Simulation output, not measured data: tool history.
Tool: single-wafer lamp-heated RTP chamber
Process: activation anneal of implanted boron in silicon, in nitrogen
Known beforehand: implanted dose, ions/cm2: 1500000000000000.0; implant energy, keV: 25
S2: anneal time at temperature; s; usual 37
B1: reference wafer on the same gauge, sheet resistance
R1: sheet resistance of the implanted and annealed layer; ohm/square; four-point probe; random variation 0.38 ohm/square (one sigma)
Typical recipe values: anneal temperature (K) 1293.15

Run 1, day 0: usual settings; B1 101.54. Result: R1 99.93 ohm/square.
Run 2, day 1.004: usual settings; B1 101.53. Result: R1 100.49 ohm/square.
Run 3, day 3.058: usual settings; B1 101.67. Result: R1 101.08 ohm/square.
Run 4, day 4.204: usual settings but S2 42 s; B1 101.72. Result: R1 99.93 ohm/square.
At day 5.871: reflector plate cleaned.
Run 5, day 6.421: usual settings but S2 42 s; B1 101.86. Result: R1 100.13 ohm/square.
Run 6, day 8.208: usual settings; B1 101.93. Result: R1 99.92 ohm/square.
Run 7, day 9.792: usual settings but anneal temperature (K) 1270.15; B1 101.96. Result: R1 105.84 ohm/square.
Run 8, day 11.35: usual settings but S2 46 s; B1 102.03. Result: R1 100 ohm/square.
At day 11.996: pyrometer window cleaned and pyrometer calibrated.
Run 9, day 13.133: usual settings but S2 46 s; B1 102.11. Result: R1 99.45 ohm/square.
Run 10, day 15.771: usual settings; B1 102.32. Result: R1 100.93 ohm/square.
Run 11, day 18.4: usual settings but S2 44 s; B1 102.51. Result: R1 100.54 ohm/square.
Run 12, day 20.242: usual settings but S2 51 s; B1 102.6. Result: R1 100.88 ohm/square.
Run 13, day 22.421: usual settings but S2 51 s; B1 102.71. Result: R1 99.96 ohm/square.
Run 14, day 25.071: usual settings but S2 51 s; B1 102.87. Result: R1 101.03 ohm/square.
Run 15, day 26.512: usual settings but anneal temperature (K) 1311.15; B1 103.09. Result: R1 99.49 ohm/square.
At day 28.717: pyrometer window cleaned and pyrometer calibrated.
At day 29.142: reflector plate cleaned.
Run 16, day 29.217: usual settings; B1 103.24. Result: R1 100.97 ohm/square.
Run 17, day 31.212: usual settings; B1 103.37. Result: R1 101.71 ohm/square.
Run 18, day 32.279: usual settings; B1 103.42. Result: R1 101.42 ohm/square.
Run 19, day 34.896: usual settings but anneal temperature (K) 1280.15, S2 46 s; B1 103.66. Result: R1 103.93 ohm/square.
Run 20, day 36.375: usual settings but anneal temperature (K) 1274.15, S2 16 s; B1 103.76. Result: R1 110.11 ohm/square.
Run 21, day 39.312: usual settings; B1 104.06. Result: R1 103.03 ohm/square.
Run 22, day 41.621: usual settings but anneal temperature (K) 1277.15, S2 58 s; B1 104.27. Result: R1 104.58 ohm/square.
At day 43.671: pyrometer window cleaned and pyrometer calibrated.
Run 23, day 44.608: usual settings; B1 104.54. Result: R1 102.57 ohm/square.
Run 24, day 47.046: usual settings; B1 104.86. Result: R1 103.68 ohm/square.
Run 25, day 49.271: usual settings but anneal temperature (K) 1277.15; B1 105.04. Result: R1 106.36 ohm/square.
Run 26, day 51.546: usual settings but anneal temperature (K) 1312.15; B1 105.25. Result: R1 100.9 ohm/square.
At day 53.217: gauge calibrated.
At day 54.225: reflector plate cleaned.
Run 27, day 54.446: usual settings but anneal temperature (K) 1269.15, S2 49 s; B1 100.58. Result: R1 102.89 ohm/square.
Run 28, day 57.042: usual settings but anneal temperature (K) 1301.15, S2 28 s; B1 100.65. Result: R1 98.05 ohm/square.
Run 29, day 58.338: usual settings but anneal temperature (K) 1302.15, S2 58 s; B1 100.64. Result: R1 96.48 ohm/square.
At day 59.1: pyrometer window cleaned and pyrometer calibrated.
Run 30, day 60.683: usual settings; B1 100.55. Result: R1 99.57 ohm/square.
Run 31, day 61.729: usual settings; B1 100.66. Result: R1 98.95 ohm/square.
Run 32, day 63.583: usual settings; B1 100.7. Result: R1 98.53 ohm/square.
Run 33, day 65.617: usual settings but anneal temperature (K) 1270.15, S2 43 s; B1 100.71. Result: R1 104.11 ohm/square.
Run 34, day 67.417: usual settings but anneal temperature (K) 1277.15, S2 54 s; B1 100.73. Result: R1 100.73 ohm/square.
Run 35, day 68.85: usual settings but anneal temperature (K) 1267.15, S2 19 s; B1 100.79. Result: R1 107.96 ohm/square.
Run 36, day 70.167: usual settings; B1 100.69. Result: R1 98.7 ohm/square.
Run 37, day 71.262: usual settings but anneal temperature (K) 1311.15, S2 48 s; B1 100.87. Result: R1 96.44 ohm/square.

The same runs without the tool's hidden state, with the same run-to-run variation:
The tool's hidden condition here consists of: true wafer temperature minus pyrometer reading, K; wafer temperature error from the tarnished reflector plate, K; gauge reads high (%).
run      R1
  1   99.01
  2   99.52
  3  100.03
  4   98.84
  5   98.93
  6   98.65
  7  104.41
  8   98.57
  9   97.93
 10   99.24
 11    98.7
 12   98.92
 13   97.88
 14   98.75
 15   97.15
 16    98.4
 17   98.98
 18   98.61
 19  100.84
 20  106.71
 21   99.61
 22   100.9
 23    98.7
 24   99.55
 25   101.9
 26   96.46
 27   102.9
 28   98.06
 29   96.48
 30   99.55
 31   98.91
 32   98.48
 33  104.03
 34  100.61
 35  107.81
 36   98.54
 37   96.26

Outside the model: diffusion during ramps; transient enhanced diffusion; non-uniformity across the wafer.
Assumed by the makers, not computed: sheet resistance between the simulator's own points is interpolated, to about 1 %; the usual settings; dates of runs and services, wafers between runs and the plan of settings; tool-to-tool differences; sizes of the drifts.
